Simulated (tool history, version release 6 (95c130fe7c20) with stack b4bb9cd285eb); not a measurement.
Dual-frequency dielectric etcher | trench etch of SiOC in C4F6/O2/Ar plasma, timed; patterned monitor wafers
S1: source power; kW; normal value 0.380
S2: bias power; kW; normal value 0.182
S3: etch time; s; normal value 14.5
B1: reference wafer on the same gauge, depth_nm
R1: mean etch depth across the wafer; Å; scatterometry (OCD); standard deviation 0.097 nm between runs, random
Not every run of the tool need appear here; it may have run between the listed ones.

run 1 hour=0.0 | S1=0.320 S2=0.182 S3=14.5 | B1=34.88 | R1=300.0
run 2 hour=90.3 | S1=0.320 S2=0.182 S3=14.5 | B1=34.88 | R1=297.0
run 3 hour=369.9 | S1=0.380 S2=0.209 S3=14.5 | B1=34.93 | R1=333.8
run 4 hour=435.8 | S1=0.380 S2=0.209 S3=14.5 | B1=34.94 | R1=332.4
-- hour=485.0 wet clean of the chamber
run 5 hour=633.6 | S1=0.380 S2=0.182 S3=16.0 | B1=34.93 | R1=349.3
run 6 hour=708.4 | S1=0.380 S2=0.182 S3=16.0 | B1=34.90 | R1=349.5
run 7 hour=752.4 | S1=0.380 S2=0.182 S3=14.5 | B1=34.88 | R1=315.1
run 8 hour=932.7 | S1=0.380 S2=0.182 S3=14.5 | B1=34.91 | R1=315.1
-- hour=935.1 gauge calibrated
-- hour=1011.2 wet clean of the chamber
run 9 hour=1014.3 | S1=0.380 S2=0.163 S3=14.5 | B1=34.92 | R1=303.2
run 10 hour=1060.2 | S1=0.380 S2=0.163 S3=14.5 | B1=34.89 | R1=305.5
run 11 hour=1116.8 | S1=0.380 S2=0.163 S3=14.5 | B1=34.92 | R1=305.6
run 12 hour=1179.5 | S1=0.380 S2=0.182 S3=14.5 | B1=34.93 | R1=315.8
-- hour=1240.2 source power generator calibrated
run 13 hour=1245.9 | S1=0.380 S2=0.182 S3=14.5 | B1=34.92 | R1=318.8
run 14 hour=1287.3 | S1=0.380 S2=0.182 S3=14.5 | B1=34.87 | R1=317.7
run 15 hour=1354.6 | S1=0.300 S2=0.200 S3=16.5 | B1=34.92 | R1=344.5
run 16 hour=1461.4 | S1=0.380 S2=0.182 S3=14.5 | B1=34.93 | R1=319.2
-- hour=1526.8 wet clean of the chamber
run 17 hour=1557.4 | S1=0.380 S2=0.182 S3=14.5 | B1=34.93 | R1=319.7
-- hour=1596.5 upper electrode replaced
run 18 hour=1624.2 | S1=0.310 S2=0.182 S3=14.5 | B1=34.91 | R1=297.8
-- hour=1679.7 source power generator calibrated, repeated, since the last time left the tool worse
run 19 hour=1684.9 | S1=0.420 S2=0.182 S3=17.5 | B1=34.92 | R1=390.3
run 20 hour=1781.0 | S1=0.380 S2=0.198 S3=18.5 | B1=34.91 | R1=410.6
-- hour=1787.2 bias power generator calibrated
run 21 hour=1885.9 | S1=0.440 S2=0.153 S3=16.0 | B1=34.86 | R1=341.8
run 22 hour=1971.4 | S1=0.380 S2=0.182 S3=14.5 | B1=34.88 | R1=313.5
run 23 hour=2028.0 | S1=0.350 S2=0.182 S3=16.5 | B1=34.90 | R1=346.2
-- hour=2077.8 wet clean of the chamber
run 24 hour=2080.8 | S1=0.300 S2=0.202 S3=11.0 | B1=34.92 | R1=227.8
run 25 hour=2153.1 | S1=0.380 S2=0.220 S3=11.0 | B1=34.91 | R1=255.5
run 26 hour=2219.7 | S1=0.450 S2=0.209 S3=16.0 | B1=34.90 | R1=384.7
run 27 hour=2264.8 | S1=0.430 S2=0.153 S3=11.5 | B1=34.93 | R1=243.6
run 28 hour=2307.1 | S1=0.380 S2=0.182 S3=14.5 | B1=34.91 | R1=315.1

Each row is a separate what-if for the run after 28, all from the same tool condition, not one after another. Results?
run A hour=2307.5 | S1=0.380 S2=0.182 S3=14.5 | B1=? | R1=?
run B hour=2307.5 | S1=0.420 S2=0.182 S3=14.5 | B1=? | R1=?
run C hour=2307.5 | S1=0.280 S2=0.154 S3=17.5 | B1=? | R1=?
run D hour=2307.5 | S1=0.470 S2=0.211 S3=19.0 | B1=? | R1=?
run E hour=2307.5 | S1=0.340 S2=0.224 S3=16.0 | B1=? | R1=?

run=A B1=34.85 R1=314.2
run=B B1=34.85 R1=325.3
run=C B1=34.85 R1=321.7
run=D B1=34.85 R1=467.6
run=E B1=34.85 R1=360.0
Without the tool's unlogged condition, the same runs would have read:
run=A R1=312.2
run=B R1=323.2
run=C R1=319.7
run=D R1=464.6
run=E R1=357.7
